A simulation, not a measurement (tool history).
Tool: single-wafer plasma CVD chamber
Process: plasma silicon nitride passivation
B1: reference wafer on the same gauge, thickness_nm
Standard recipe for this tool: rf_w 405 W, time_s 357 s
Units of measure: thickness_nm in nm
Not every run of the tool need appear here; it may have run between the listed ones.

run 1 day=0 | rf_w=405 time_s=357 | B1=401.027 | thickness_nm=438.109
run 2 day=3.142 | rf_w=405 time_s=357 | B1=401.082 | thickness_nm=438.229
-- day=4.571 gauge calibrated
run 3 day=4.721 | rf_w=405 time_s=357 | B1=401.094 | thickness_nm=438.408
run 4 day=7.2 | rf_w=405 time_s=357 | B1=401.2 | thickness_nm=439.217
run 5 day=10.712 | rf_w=405 time_s=357 | B1=400.974 | thickness_nm=437.702
run 6 day=12.917 | rf_w=405 time_s=324 | B1=401.275 | thickness_nm=397.48
run 7 day=15.054 | rf_w=405 time_s=357 | B1=401.114 | thickness_nm=437.426
run 8 day=18.042 | rf_w=405 time_s=357 | B1=401.041 | thickness_nm=436.075
run 9 day=20.8 | rf_w=405 time_s=357 | B1=400.928 | thickness_nm=437.394
run 10 day=24.408 | rf_w=405 time_s=357 | B1=401.037 | thickness_nm=435.288
run 11 day=27.929 | rf_w=405 time_s=357 | B1=401.04 | thickness_nm=434.305
run 12 day=29.496 | rf_w=405 time_s=357 | B1=401.243 | thickness_nm=435.279
run 13 day=33.096 | rf_w=405 time_s=357 | B1=400.916 | thickness_nm=435.045
run 14 day=36.871 | rf_w=380 time_s=336 | B1=400.893 | thickness_nm=400.092
run 15 day=38.521 | rf_w=340 time_s=357 | B1=400.933 | thickness_nm=410.419
run 16 day=40.188 | rf_w=405 time_s=357 | B1=401.07 | thickness_nm=435.818
run 17 day=42.683 | rf_w=405 time_s=357 | B1=401.222 | thickness_nm=433.776
run 18 day=45.246 | rf_w=405 time_s=357 | B1=401.032 | thickness_nm=434.392
-- day=46.646 showerhead replaced
run 19 day=49.208 | rf_w=405 time_s=357 | B1=400.914 | thickness_nm=434.285
run 20 day=50.788 | rf_w=445 time_s=357 | B1=401.109 | thickness_nm=448.228
run 21 day=54.321 | rf_w=340 time_s=396 | B1=401.123 | thickness_nm=452.235
run 22 day=57.688 | rf_w=405 time_s=357 | B1=401.095 | thickness_nm=432.572
-- day=67.842 RF generator calibrated
run 23 day=69.808 | rf_w=405 time_s=357 | B1=401.204 | thickness_nm=439.977
run 24 day=71.496 | rf_w=485 time_s=357 | B1=400.87 | thickness_nm=468.215
run 25 day=73.338 | rf_w=380 time_s=405 | B1=400.958 | thickness_nm=487.988
-- day=74.571 gauge calibrated
run 26 day=75.683 | rf_w=475 time_s=380 | B1=401.187 | thickness_nm=495.268
run 27 day=77.804 | rf_w=405 time_s=357 | B1=401.079 | thickness_nm=440.065
run 28 day=79.996 | rf_w=405 time_s=357 | B1=401.066 | thickness_nm=441.755
run 29 day=82.779 | rf_w=370 time_s=418 | B1=401.011 | thickness_nm=500.117
run 30 day=86.454 | rf_w=405 time_s=357 | B1=401.07 | thickness_nm=439.119
run 31 day=89.433 | rf_w=365 time_s=318 | B1=401.297 | thickness_nm=377.135
run 32 day=91.517 | rf_w=360 time_s=357 | B1=400.995 | thickness_nm=420.023
run 33 day=94.533 | rf_w=405 time_s=319 | B1=401.019 | thickness_nm=391.859
run 34 day=98.258 | rf_w=335 time_s=377 | B1=401.067 | thickness_nm=432.748

4 options for the next run, each taken on its own from the tool as it stands now. Forecast them:
run A day=98.279 | rf_w=405 time_s=357 | B1=? | thickness_nm=?
run B day=98.279 | rf_w=325 time_s=357 | B1=? | thickness_nm=?
run C day=98.279 | rf_w=405 time_s=308 | B1=? | thickness_nm=?
run D day=98.279 | rf_w=470 time_s=357 | B1=? | thickness_nm=?

run=A B1=400.927 thickness_nm=438.179
run=B B1=400.927 thickness_nm=406.065
run=C B1=400.927 thickness_nm=378.037
run=D B1=400.927 thickness_nm=460.728
Without the tool's hidden state the same runs would have given:
run=A thickness_nm=441.49
run=B thickness_nm=409.133
run=C thickness_nm=380.893
run=D thickness_nm=464.21
